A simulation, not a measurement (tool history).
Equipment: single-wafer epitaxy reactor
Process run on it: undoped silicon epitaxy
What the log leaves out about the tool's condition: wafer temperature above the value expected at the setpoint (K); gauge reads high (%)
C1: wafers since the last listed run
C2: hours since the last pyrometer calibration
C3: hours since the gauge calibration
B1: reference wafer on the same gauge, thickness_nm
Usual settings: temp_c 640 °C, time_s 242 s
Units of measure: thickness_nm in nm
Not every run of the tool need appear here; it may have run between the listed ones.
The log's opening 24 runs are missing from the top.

{"run": 25, "hour": 1355.9, "temp_c": 640, "time_s": 242, "C1": 330, "C2": 326.5, "C3": 60.8, "B1": 25.937, "thickness_nm": 31.588}
{"run": 26, "hour": 1389.1, "temp_c": 628, "time_s": 270, "C1": 184, "C2": 359.7, "C3": 94, "B1": 26.003, "thickness_nm": 26.103}
{"run": 27, "hour": 1413.4, "temp_c": 635, "time_s": 242, "C1": 135, "C2": 384, "C3": 118.3, "B1": 25.977, "thickness_nm": 27.875}
{"run": 28, "hour": 1453.3, "temp_c": 647, "time_s": 276, "C1": 222, "C2": 423.9, "C3": 158.2, "B1": 25.994, "thickness_nm": 43.531}
{"run": 29, "hour": 1518.6, "temp_c": 648, "time_s": 279, "C1": 363, "C2": 489.2, "C3": 223.5, "B1": 26.053, "thickness_nm": 44.868}
{"run": 30, "hour": 1546.0, "temp_c": 640, "time_s": 202, "C1": 152, "C2": 516.6, "C3": 250.9, "B1": 26.023, "thickness_nm": 26.481}
{"run": 31, "hour": 1603.6, "temp_c": 632, "time_s": 256, "C1": 320, "C2": 574.2, "C3": 308.5, "B1": 26.054, "thickness_nm": 27.353}
{"run": 32, "hour": 1659.6, "temp_c": 647, "time_s": 228, "C1": 311, "C2": 630.2, "C3": 364.5, "B1": 26.142, "thickness_nm": 35.644}
{"run": 33, "hour": 1711.6, "temp_c": 646, "time_s": 242, "C1": 289, "C2": 682.2, "C3": 416.5, "B1": 26.102, "thickness_nm": 37.219}
{"run": 34, "hour": 1754.2, "temp_c": 640, "time_s": 242, "C1": 237, "C2": 724.8, "C3": 459.1, "B1": 26.146, "thickness_nm": 31.97}
{"run": 35, "hour": 1804.4, "temp_c": 630, "time_s": 277, "C1": 279, "C2": 775, "C3": 509.3, "B1": 26.25, "thickness_nm": 28.129}
{"run": 36, "hour": 1870.5, "temp_c": 629, "time_s": 242, "C1": 368, "C2": 841.1, "C3": 575.4, "B1": 26.261, "thickness_nm": 23.984}
{"run": 37, "hour": 1914.0, "temp_c": 640, "time_s": 277, "C1": 242, "C2": 884.6, "C3": 618.9, "B1": 26.259, "thickness_nm": 36.619}
{"run": 38, "hour": 2005.2, "temp_c": 633, "time_s": 206, "C1": 507, "C2": 975.8, "C3": 710.1, "B1": 26.265, "thickness_nm": 22.865}
{"run": 39, "hour": 2135.4, "temp_c": 640, "time_s": 242, "C1": 725, "C2": 1106, "C3": 840.3, "B1": 26.398, "thickness_nm": 32.361}
{"run": 40, "hour": 2168.5, "temp_c": 640, "time_s": 198, "C1": 184, "C2": 1139.1, "C3": 873.4, "B1": 26.371, "thickness_nm": 26.253}
{"run": 41, "hour": 2235.9, "temp_c": 655, "time_s": 289, "C1": 375, "C2": 1206.5, "C3": 940.8, "B1": 26.441, "thickness_nm": 56.105}
{"run": 42, "hour": 2264.0, "temp_c": 631, "time_s": 276, "C1": 156, "C2": 1234.6, "C3": 968.9, "B1": 26.392, "thickness_nm": 29.096}
{"run": 43, "hour": 2330.3, "temp_c": 640, "time_s": 242, "C1": 369, "C2": 1300.9, "C3": 1035.2, "B1": 26.458, "thickness_nm": 32.194}
{"run": 44, "hour": 2402.0, "temp_c": 635, "time_s": 217, "C1": 399, "C2": 1372.6, "C3": 1106.9, "B1": 26.479, "thickness_nm": 25.61}

Here are 4 independent what-if runs from the current tool condition. What would each one return?
{"run": "A", "hour": 2402.5, "temp_c": 654, "time_s": 242, "C1": 2, "C2": 1373.1, "C3": 1107.4, "B1": "?", "thickness_nm": "?"}
{"run": "B", "hour": 2402.5, "temp_c": 625, "time_s": 242, "C1": 2, "C2": 1373.1, "C3": 1107.4, "B1": "?", "thickness_nm": "?"}
{"run": "C", "hour": 2402.5, "temp_c": 631, "time_s": 290, "C1": 2, "C2": 1373.1, "C3": 1107.4, "B1": "?", "thickness_nm": "?"}
{"run": "D", "hour": 2402.5, "temp_c": 630, "time_s": 213, "C1": 2, "C2": 1373.1, "C3": 1107.4, "B1": "?", "thickness_nm": "?"}

run=A B1=26.51 thickness_nm=45.561
run=B B1=26.51 thickness_nm=21.795
run=C B1=26.51 thickness_nm=30.558
run=D B1=26.51 thickness_nm=21.868
With no hidden state in the tool, these same runs would have given:
run=A thickness_nm=44.341
run=B thickness_nm=21.212
run=C thickness_nm=29.74
run=D thickness_nm=21.283
